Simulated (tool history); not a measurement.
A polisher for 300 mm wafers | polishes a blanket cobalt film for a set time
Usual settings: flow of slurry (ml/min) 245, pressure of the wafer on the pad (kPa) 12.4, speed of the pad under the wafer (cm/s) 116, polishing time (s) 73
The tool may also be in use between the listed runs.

run	hour	flow of slurry (ml/min)	pressure of the wafer on the pad (kPa)	speed of the pad under the wafer (cm/s)	polishing time (s)	incoming thickness of the incoming film, nm	film removed (Å)
1	0.0	245	12.4	116	73	1526.6	3977
2	28.2	245	12.4	116	73	1579.6	3944
# hour 41.2: worn pad replaced by a new one
3	73.9	245	12.4	116	73	1548.3	3999
4	105.2	245	12.4	116	73	1585.6	4035
5	138.4	245	12.4	116	73	1552.9	4058
6	209.9	245	12.4	116	73	1570.4	4030
7	268.5	245	12.4	116	73	1576.0	3959
# hour 288.7: slurry nozzle cleaned
8	321.3	245	12.4	106	73	1537.1	3807
9	378.7	245	12.4	106	73	1559.3	3822
# hour 388.8: worn pad replaced by a new one
10	432.9	245	12.4	106	73	1584.8	3790
11	468.3	245	12.4	116	80	1562.0	4447
12	503.5	245	12.4	116	80	1572.4	4425
13	560.0	245	12.4	116	80	1560.8	4459
14	617.4	245	12.4	116	73	1576.3	4077
# hour 675.3: slurry nozzle cleaned
15	675.8	245	12.4	116	73	1587.8	4062
# hour 730.1: worn pad replaced by a new one
16	732.9	245	13.1	116	73	1554.0	4353
17	762.3	245	13.1	116	73	1558.6	4315
18	789.7	245	12.4	116	73	1576.5	4155
19	815.1	245	12.4	116	86	1535.4	4920
20	888.5	245	12.4	130	73	1547.8	4458
21	916.6	245	15.2	116	73	1582.1	5037
22	961.1	245	13.8	154	92	1584.6	6978
# hour 1014.5: head pressure recalibrated
# hour 1017.1: slurry nozzle cleaned
23	1028.7	245	12.4	134	90	1550.2	5382
# hour 1072.9: worn pad replaced by a new one
24	1081.4	245	12.4	116	73	1547.2	4074
25	1153.2	245	12.4	116	73	1579.1	3993
26	1193.0	245	12.4	92	61	1592.5	2972
27	1249.0	205	13.8	86	58	1573.4	2951
28	1279.1	245	12.4	116	73	1544.8	4092
29	1322.5	245	12.4	116	73	1549.5	4072
30	1375.0	245	12.4	116	73	1566.6	4049
# hour 1402.8: worn pad replaced by a new one
# hour 1416.4: slurry nozzle cleaned
31	1416.7	170	14.5	146	60	1557.4	4257
32	1453.0	245	12.4	116	73	1577.1	4086
33	1514.1	245	12.4	116	48	1586.6	2674
34	1568.5	200	12.4	116	82	1547.9	4507

3 ways to go on from here, each from the tool as it stands after run 34. What would each give?
A	1568.9	245	12.4	152	73	1539.0	?
B	1568.9	200	12.4	116	73	1539.0	?
C	1568.9	205	8.3	116	73	1539.0	?

run	film removed (Å)
A	4885
B	4007
C	2722
Without the tool's hidden state the same runs would have given:
run	film removed (Å)
A	4833
B	3965
C	2693
